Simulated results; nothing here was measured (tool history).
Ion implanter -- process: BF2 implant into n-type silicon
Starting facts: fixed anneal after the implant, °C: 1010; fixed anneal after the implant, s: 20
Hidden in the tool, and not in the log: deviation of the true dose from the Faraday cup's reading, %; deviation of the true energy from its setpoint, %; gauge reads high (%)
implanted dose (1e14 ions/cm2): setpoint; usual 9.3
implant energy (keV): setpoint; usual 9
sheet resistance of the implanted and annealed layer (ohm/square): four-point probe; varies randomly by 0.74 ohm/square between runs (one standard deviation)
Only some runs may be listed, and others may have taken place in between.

run	hour	implanted dose (1e14 ions/cm2)	implant energy (keV)	wafers since the last listed run	hours since the last dose calibration	hours since the extraction supply was calibrated	hours since the gauge calibration	read-back reference wafer on the same gauge, sheet resistance	sheet resistance of the implanted and annealed layer (ohm/square)
1	0	9.3	9	0	394.8	1649.2	1463.7	193.43	227.88
2	70.6	9.3	9	1290	465.4	1719.8	1534.3	192.84	228.01
3	125.8	9.3	11	1008	520.6	1775	1589.5	192.93	215.47
4	191	9.3	11	1191	585.8	1840.2	1654.7	193.05	215.33
5	230	9.3	11	712	624.8	1879.2	1693.7	193.04	213.81
6	332.8	9.3	9	1878	727.6	1982	1796.5	192.77	228.88
7	404.3	9.3	9	1306	799.1	2053.5	1868	192.94	230.36
8	468.5	9.3	9	1173	863.3	2117.7	1932.2	192.93	229.66
9	538.6	9.3	9	1281	933.4	2187.8	2002.3	193.23	228.72
10	621.6	9.3	9	1516	1016.4	2270.8	2085.3	192.99	229.78
11	705.5	9.3	9	1533	1100.3	2354.7	2169.2	192.9	229.7
12	752	9.3	9	849	1146.8	2401.2	2215.7	192.7	231.24
13	799.7	7.53	9	871	1194.5	2448.9	2263.4	193.06	251.86
14	836.8	9.3	6.5	678	1231.6	2486	2300.5	193.01	252.67
15	943.5	9.3	6.5	1950	1338.3	2592.7	2407.2	192.92	253.71
# hour 982.6: Faraday cup replaced and dose calibrated
16	1048.6	9.3	6.5	1774	66	2697.8	2512.3	193.13	248.17
17	1118	9.3	9	1268	135.4	2767.2	2581.7	193.11	226.91
18	1165.7	9.3	9	871	183.1	2814.9	2629.4	192.7	225.57
# hour 1187.2: gauge calibrated
19	1242.6	11.78	9	1405	260	2891.8	55.4	193.21	210.96
# hour 1252.7: extraction supply calibrated
20	1284.8	9.3	10.5	625	302.2	32.1	97.6	192.99	218.06
21	1337.9	6.82	9	970	355.3	85.2	150.7	193.12	260.78
22	1398.6	9.3	9	1109	416	145.9	211.4	192.99	226.72
23	1481.2	12.06	12	1509	498.6	228.5	294	193.02	192.96
24	1573	7.22	7.5	1677	590.4	320.3	385.8	193.18	270.02
25	1671.9	8.01	9	1807	689.3	419.2	484.7	192.92	241.34
26	1778.5	10.62	11	1948	795.9	525.8	591.3	192.97	205.23
27	1875.7	9.3	9	1776	893.1	623	688.5	193.2	226.65
28	1915.3	11.98	11.5	723	932.7	662.6	728.1	192.91	196.71
29	1953.3	9.3	9	694	970.7	700.6	766.1	193.21	229.12
30	1994.3	11.38	9	749	1011.7	741.6	807.1	193.01	213.15
31	2098.1	9.3	9	1897	1115.5	845.4	910.9	193.02	229.63
32	2144.9	7.49	6	855	1162.3	892.2	957.7	192.89	286.68
33	2244.4	9.3	9	1818	1261.8	991.7	1057.2	192.96	230.97
34	2331.2	6.91	7.5	1586	1348.6	1078.5	1144	193.06	279.4

Hidden condition of the tool, last listed run before each entry between runs versus first listed run after:
Logged between run 15 and run 16: Faraday cup replaced and dose calibrated (hour 982.6)
  deviation of the true dose from the Faraday cup's reading, %: -5.19 -> 0.06
  measured value less the no-hidden-state value, sheet resistance of the implanted and annealed layer (ohm/square): +5.7 -> -0.07
Logged between run 18 and run 19: gauge calibrated (hour 1187.2)
  deviation of the true dose from the Faraday cup's reading, %: -0.00968 -> -0.0911
  measured value less the no-hidden-state value, sheet resistance of the implanted and annealed layer (ohm/square): +0.01 -> +0.05
Logged between run 19 and run 20: extraction supply calibrated (hour 1252.7)
  deviation of the true dose from the Faraday cup's reading, %: -0.0911 -> -0.148
  measured value less the no-hidden-state value, sheet resistance of the implanted and annealed layer (ohm/square): +0.05 -> +0.12

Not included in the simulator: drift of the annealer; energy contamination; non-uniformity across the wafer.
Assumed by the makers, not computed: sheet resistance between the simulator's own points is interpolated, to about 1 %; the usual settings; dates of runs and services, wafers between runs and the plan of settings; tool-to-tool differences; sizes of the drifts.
